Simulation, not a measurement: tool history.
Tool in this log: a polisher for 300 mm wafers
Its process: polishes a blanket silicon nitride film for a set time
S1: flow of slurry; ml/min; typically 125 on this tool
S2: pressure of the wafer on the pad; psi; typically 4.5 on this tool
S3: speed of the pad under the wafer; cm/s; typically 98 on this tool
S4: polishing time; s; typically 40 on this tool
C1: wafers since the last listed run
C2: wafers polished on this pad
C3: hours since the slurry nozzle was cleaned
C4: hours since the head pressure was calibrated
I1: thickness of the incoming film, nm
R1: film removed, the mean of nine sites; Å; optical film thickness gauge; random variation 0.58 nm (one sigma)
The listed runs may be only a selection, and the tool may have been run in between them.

| run | hour | S1 | S2 | S3 | S4 | C1 | C2 | C3 | C4 | I1 | R1 |
|---|---|---|---|---|---|---|---|---|---|---|---|
| 1 | 0.0 | 140 | 4.5 | 98 | 40 | 0 | 429 | 349.9 | 391.5 | 459.0 | 823 |
| 2 | 88.1 | 140 | 4.5 | 98 | 40 | 1501 | 1930 | 438.0 | 479.6 | 459.3 | 821 |
| 3 | 142.8 | 125 | 4.5 | 98 | 46 | 932 | 2862 | 492.7 | 534.3 | 464.6 | 908 |
|  | 169.1 | worn pad replaced by a new one |
| 4 | 218.1 | 125 | 4.5 | 98 | 46 | 1214 | 834 | 568.0 | 609.6 | 450.7 | 927 |
| 5 | 278.5 | 125 | 4.5 | 98 | 40 | 1029 | 1863 | 628.4 | 670.0 | 461.7 | 808 |
| 6 | 360.8 | 125 | 4.5 | 98 | 40 | 1402 | 3265 | 710.7 | 752.3 | 463.0 | 805 |
|  | 387.2 | worn pad replaced by a new one |
|  | 414.2 | head pressure recalibrated |
| 7 | 442.9 | 125 | 4.5 | 98 | 40 | 1296 | 915 | 792.8 | 28.7 | 459.4 | 782 |
| 8 | 508.7 | 125 | 4.5 | 98 | 40 | 1121 | 2036 | 858.6 | 94.5 | 468.8 | 792 |
|  | 539.8 | slurry nozzle cleaned |
|  | 595.7 | worn pad replaced by a new one |
| 9 | 603.6 | 125 | 4.5 | 98 | 40 | 1531 | 134 | 63.8 | 189.4 | 455.1 | 788 |
| 10 | 686.9 | 125 | 4.5 | 98 | 50 | 1419 | 1553 | 147.1 | 272.7 | 458.5 | 993 |
| 11 | 751.4 | 125 | 4.5 | 98 | 40 | 1099 | 2652 | 211.6 | 337.2 | 464.3 | 768 |
|  | 800.2 | worn pad replaced by a new one |
| 12 | 827.8 | 125 | 4.5 | 120 | 33 | 1233 | 471 | 288.0 | 413.6 | 460.2 | 738 |
| 13 | 865.3 | 145 | 2.9 | 72 | 40 | 638 | 1109 | 325.5 | 451.1 | 455.2 | 487 |
| 14 | 919.4 | 85 | 4.5 | 98 | 54 | 921 | 2031 | 379.6 | 505.2 | 459.1 | 962 |
| 15 | 967.7 | 125 | 4.1 | 98 | 40 | 822 | 2854 | 427.9 | 553.5 | 455.5 | 725 |
|  | 1055.0 | worn pad replaced by a new one |
| 16 | 1065.3 | 125 | 4.5 | 86 | 40 | 1594 | 175 | 525.5 | 651.1 | 462.3 | 778 |
| 17 | 1109.2 | 145 | 4.5 | 78 | 49 | 748 | 923 | 569.4 | 695.0 | 458.4 | 943 |

Below are 3 alternative next runs, each starting from the tool's condition after run 17. Predict each:
| A | 1109.6 | 125 | 4.5 | 98 | 40 | 6 | 930 | 569.8 | 695.4 | 457.0 | ? |
| B | 1109.6 | 115 | 3.9 | 98 | 54 | 6 | 930 | 569.8 | 695.4 | 457.0 | ? |
| C | 1109.6 | 125 | 5.9 | 98 | 47 | 6 | 930 | 569.8 | 695.4 | 457.0 | ? |

| run | R1 |
|---|---|
| A | 834 |
| B | 968 |
| C | 1262 |
What these runs would have given with no unlogged condition in the tool:
| run | R1 |
|---|---|
| A | 805 |
| B | 935 |
| C | 1219 |
